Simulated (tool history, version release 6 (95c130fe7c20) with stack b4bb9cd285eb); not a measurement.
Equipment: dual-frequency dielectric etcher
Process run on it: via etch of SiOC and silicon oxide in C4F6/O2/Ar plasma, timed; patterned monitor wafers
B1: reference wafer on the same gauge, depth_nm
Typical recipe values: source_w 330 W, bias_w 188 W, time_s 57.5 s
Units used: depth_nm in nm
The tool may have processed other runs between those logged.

run 1 hour=0 | source_w=330 bias_w=188 time_s=47.5 | B1=53.5 | depth_nm=52.6
run 2 hour=33.2 | source_w=330 bias_w=188 time_s=47.5 | B1=53.5 | depth_nm=52.4
run 3 hour=72.6 | source_w=360 bias_w=188 time_s=57.5 | B1=53.5 | depth_nm=66.3
run 4 hour=110.9 | source_w=330 bias_w=188 time_s=66 | B1=53.5 | depth_nm=73
run 5 hour=159 | source_w=330 bias_w=188 time_s=47 | B1=53.5 | depth_nm=51.8
run 6 hour=189.2 | source_w=330 bias_w=188 time_s=47 | B1=53.5 | depth_nm=51.8
run 7 hour=240.9 | source_w=330 bias_w=188 time_s=51.5 | B1=53.5 | depth_nm=56.9
run 8 hour=300.7 | source_w=330 bias_w=188 time_s=51.5 | B1=53.5 | depth_nm=56.7
-- hour=325 wet clean of the chamber
run 9 hour=347.5 | source_w=330 bias_w=188 time_s=65.5 | B1=53.5 | depth_nm=72.5
run 10 hour=402.4 | source_w=330 bias_w=188 time_s=57.5 | B1=53.5 | depth_nm=63.5
run 11 hour=526.2 | source_w=330 bias_w=188 time_s=57.5 | B1=53.5 | depth_nm=63.7
-- hour=535.5 bias power generator calibrated
run 12 hour=596.7 | source_w=330 bias_w=188 time_s=57.5 | B1=53.5 | depth_nm=63.5
run 13 hour=652.8 | source_w=330 bias_w=170 time_s=57.5 | B1=53.4 | depth_nm=62
-- hour=723.2 gauge calibrated
-- hour=738.8 upper electrode replaced
run 14 hour=776.5 | source_w=390 bias_w=226 time_s=57.5 | B1=53.5 | depth_nm=72.4
run 15 hour=834.3 | source_w=370 bias_w=188 time_s=57.5 | B1=53.5 | depth_nm=66.8
-- hour=877.1 wet clean of the chamber
run 16 hour=883.5 | source_w=400 bias_w=169 time_s=52 | B1=53.5 | depth_nm=61.1
run 17 hour=943.3 | source_w=330 bias_w=149 time_s=57.5 | B1=53.5 | depth_nm=59.8
-- hour=961.7 source power generator calibrated
run 18 hour=994 | source_w=330 bias_w=188 time_s=57.5 | B1=53.5 | depth_nm=63.6
run 19 hour=1060.8 | source_w=350 bias_w=188 time_s=42.5 | B1=53.5 | depth_nm=48.4
run 20 hour=1125 | source_w=250 bias_w=148 time_s=74.5 | B1=53.5 | depth_nm=66.8
run 21 hour=1186.4 | source_w=330 bias_w=188 time_s=57.5 | B1=53.5 | depth_nm=63.8
run 22 hour=1233.1 | source_w=290 bias_w=171 time_s=68 | B1=53.5 | depth_nm=68.6
run 23 hour=1297.2 | source_w=330 bias_w=188 time_s=51.5 | B1=53.5 | depth_nm=56.9
run 24 hour=1344 | source_w=390 bias_w=172 time_s=41 | B1=53.5 | depth_nm=47.8
-- hour=1380.7 wet clean of the chamber
run 25 hour=1381.2 | source_w=330 bias_w=173 time_s=57.5 | B1=53.5 | depth_nm=61.9
run 26 hour=1440.4 | source_w=290 bias_w=169 time_s=41 | B1=53.5 | depth_nm=41.2
run 27 hour=1634.2 | source_w=330 bias_w=188 time_s=57.5 | B1=53.5 | depth_nm=63.5
run 28 hour=1666.2 | source_w=390 bias_w=188 time_s=42.5 | B1=53.5 | depth_nm=50.7

Predict each of these 4 candidate next runs independently; none follows another, all start after run 28:
run A hour=1666.6 | source_w=330 bias_w=188 time_s=57.5 | B1=? | depth_nm=?
run B hour=1666.6 | source_w=350 bias_w=145 time_s=65.5 | B1=? | depth_nm=?
run C hour=1666.6 | source_w=330 bias_w=157 time_s=57.5 | B1=? | depth_nm=?
run D hour=1666.6 | source_w=380 bias_w=188 time_s=74 | B1=? | depth_nm=?

run=A B1=53.5 depth_nm=63.6
run=B B1=53.5 depth_nm=69.5
run=C B1=53.5 depth_nm=60.5
run=D B1=53.5 depth_nm=87.5
Stripped of hidden state, with their random variation kept, the same runs would have yielded:
run=A depth_nm=63.6
run=B depth_nm=69.5
run=C depth_nm=60.5
run=D depth_nm=87.5

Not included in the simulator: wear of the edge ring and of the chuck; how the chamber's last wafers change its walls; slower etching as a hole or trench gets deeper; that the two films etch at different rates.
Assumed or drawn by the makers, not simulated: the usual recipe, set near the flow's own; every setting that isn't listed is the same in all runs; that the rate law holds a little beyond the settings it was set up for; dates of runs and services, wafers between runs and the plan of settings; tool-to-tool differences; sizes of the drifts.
